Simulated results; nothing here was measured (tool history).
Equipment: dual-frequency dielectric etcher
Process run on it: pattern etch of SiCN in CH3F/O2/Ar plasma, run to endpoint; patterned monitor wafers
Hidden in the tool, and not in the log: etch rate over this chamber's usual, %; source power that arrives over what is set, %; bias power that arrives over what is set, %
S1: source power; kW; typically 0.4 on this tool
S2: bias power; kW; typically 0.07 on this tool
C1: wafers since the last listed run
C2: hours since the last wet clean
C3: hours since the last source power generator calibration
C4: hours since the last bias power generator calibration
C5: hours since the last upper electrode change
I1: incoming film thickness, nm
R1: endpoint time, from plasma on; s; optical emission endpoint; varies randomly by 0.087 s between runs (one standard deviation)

| run | day | S1 | S2 | C1 | C2 | C3 | C4 | C5 | I1 | R1 |
|---|---|---|---|---|---|---|---|---|---|---|
| 1 | 0 | 0.4 | 0.07 | 0 | 175.9 | 2890.1 | 3507 | 3275.5 | 11.05 | 29.3 |
| 2 | 0.6 | 0.4 | 0.07 | 323 | 190.3 | 2904.5 | 3521.4 | 3289.9 | 11.09 | 29.4 |
| 3 | 0.95 | 0.35 | 0.062 | 188 | 198.7 | 2912.9 | 3529.8 | 3298.3 | 11.09 | 32.3 |
| 4 | 1.933 | 0.35 | 0.062 | 530 | 222.3 | 2936.5 | 3553.4 | 3321.9 | 11.09 | 32.6 |
| 5 | 2.612 | 0.35 | 0.062 | 366 | 238.6 | 2952.8 | 3569.7 | 3338.2 | 11.33 | 33.1 |
| 6 | 3.146 | 0.4 | 0.078 | 287 | 251.4 | 2965.6 | 3582.5 | 3351 | 11.12 | 28.7 |
| 7 | 3.788 | 0.4 | 0.078 | 346 | 266.8 | 2981 | 3597.9 | 3366.4 | 11.04 | 28.6 |
| 8 | 4.05 | 0.4 | 0.07 | 141 | 273.1 | 2987.3 | 3604.2 | 3372.7 | 11.16 | 29.7 |
| 9 | 4.517 | 0.4 | 0.07 | 251 | 284.3 | 2998.5 | 3615.4 | 3383.9 | 11.18 | 29.8 |
| 10 | 5.204 | 0.4 | 0.07 | 371 | 300.8 | 3015 | 3631.9 | 3400.4 | 11.02 | 29.4 |
| 11 | 5.7 | 0.4 | 0.082 | 267 | 312.7 | 3026.9 | 3643.8 | 3412.3 | 11.15 | 28.4 |
|  | 6.804 | upper electrode replaced |
| 12 | 6.825 | 0.4 | 0.082 | 67 | 339.7 | 3053.9 | 3670.8 | 0.5 | 11.16 | 28.7 |
| 13 | 7.092 | 0.48 | 0.064 | 143 | 346.1 | 3060.3 | 3677.2 | 6.9 | 11.04 | 27.8 |
| 14 | 7.808 | 0.48 | 0.064 | 386 | 363.3 | 3077.5 | 3694.4 | 24.1 | 11.17 | 28.1 |
|  | 8.375 | bias power generator calibrated |
| 15 | 8.542 | 0.34 | 0.07 | 305 | 380.9 | 3095.1 | 4 | 41.7 | 11.12 | 32.3 |
| 16 | 8.904 | 0.4 | 0.07 | 195 | 389.6 | 3103.8 | 12.7 | 50.4 | 10.97 | 29.3 |
| 17 | 9.175 | 0.4 | 0.07 | 146 | 396.1 | 3110.3 | 19.2 | 56.9 | 11.11 | 29.9 |
| 18 | 9.696 | 0.4 | 0.07 | 281 | 408.6 | 3122.8 | 31.7 | 69.4 | 11.08 | 29.8 |
| 19 | 10.225 | 0.4 | 0.07 | 285 | 421.3 | 3135.5 | 44.4 | 82.1 | 11.12 | 29.9 |
|  | 10.608 | source power generator calibrated |
| 20 | 10.629 | 0.36 | 0.078 | 128 | 431 | 0.5 | 54.1 | 91.8 | 11.06 | 30.4 |
| 21 | 10.808 | 0.35 | 0.085 | 96 | 435.3 | 4.8 | 58.4 | 96.1 | 11.1 | 30.2 |
| 22 | 11.242 | 0.4 | 0.085 | 233 | 445.7 | 15.2 | 68.8 | 106.5 | 11.07 | 28.2 |
| 23 | 11.912 | 0.3 | 0.07 | 362 | 461.8 | 31.3 | 84.9 | 122.6 | 11.12 | 34.4 |
| 24 | 12.254 | 0.4 | 0.07 | 184 | 470 | 39.5 | 93.1 | 130.8 | 11.11 | 29.9 |
|  | 13.704 | wet clean of the chamber |
| 25 | 13.725 | 0.4 | 0.053 | 254 | 0.5 | 74.8 | 128.4 | 166.1 | 11.15 | 31.6 |
| 26 | 13.738 | 0.4 | 0.07 | 6 | 0.8 | 75.1 | 128.7 | 166.4 | 11 | 28.9 |
| 27 | 13.754 | 0.44 | 0.07 | 8 | 1.2 | 75.5 | 129.1 | 166.8 | 11.14 | 27.9 |
| 28 | 15.742 | 0.31 | 0.07 | 1073 | 48.9 | 123.2 | 176.8 | 214.5 | 11.16 | 33.3 |
| 29 | 16.046 | 0.44 | 0.084 | 164 | 56.2 | 130.5 | 184.1 | 221.8 | 11.16 | 26.7 |
| 30 | 16.45 | 0.32 | 0.077 | 218 | 65.9 | 140.2 | 193.8 | 231.5 | 11.19 | 32 |
| 31 | 16.825 | 0.35 | 0.061 | 202 | 74.9 | 149.2 | 202.8 | 240.5 | 11.11 | 32.3 |
| 32 | 17.558 | 0.33 | 0.07 | 395 | 92.5 | 166.8 | 220.4 | 258.1 | 11.18 | 32.2 |
| 33 | 18.188 | 0.44 | 0.084 | 339 | 107.6 | 181.9 | 235.5 | 273.2 | 11.04 | 26.5 |
| 34 | 18.525 | 0.4 | 0.07 | 182 | 115.7 | 190 | 243.6 | 281.3 | 11.1 | 29.5 |

What would each run have given without the hidden state, its run-to-run variation left as it was?
| run | R1 |
|---|---|
| 1 | 29 |
| 2 | 29.1 |
| 3 | 31.9 |
| 4 | 32.2 |
| 5 | 32.7 |
| 6 | 28.2 |
| 7 | 28.1 |
| 8 | 29.2 |
| 9 | 29.3 |
| 10 | 28.9 |
| 11 | 27.9 |
| 12 | 28.1 |
| 13 | 27.3 |
| 14 | 27.5 |
| 15 | 31.7 |
| 16 | 28.7 |
| 17 | 29.3 |
| 18 | 29.1 |
| 19 | 29.2 |
| 20 | 29.7 |
| 21 | 29.5 |
| 22 | 27.5 |
| 23 | 33.5 |
| 24 | 29.2 |
| 25 | 31.5 |
| 26 | 28.8 |
| 27 | 27.9 |
| 28 | 33.2 |
| 29 | 26.6 |
| 30 | 31.9 |
| 31 | 32.2 |
| 32 | 32.1 |
| 33 | 26.3 |
| 34 | 29.3 |

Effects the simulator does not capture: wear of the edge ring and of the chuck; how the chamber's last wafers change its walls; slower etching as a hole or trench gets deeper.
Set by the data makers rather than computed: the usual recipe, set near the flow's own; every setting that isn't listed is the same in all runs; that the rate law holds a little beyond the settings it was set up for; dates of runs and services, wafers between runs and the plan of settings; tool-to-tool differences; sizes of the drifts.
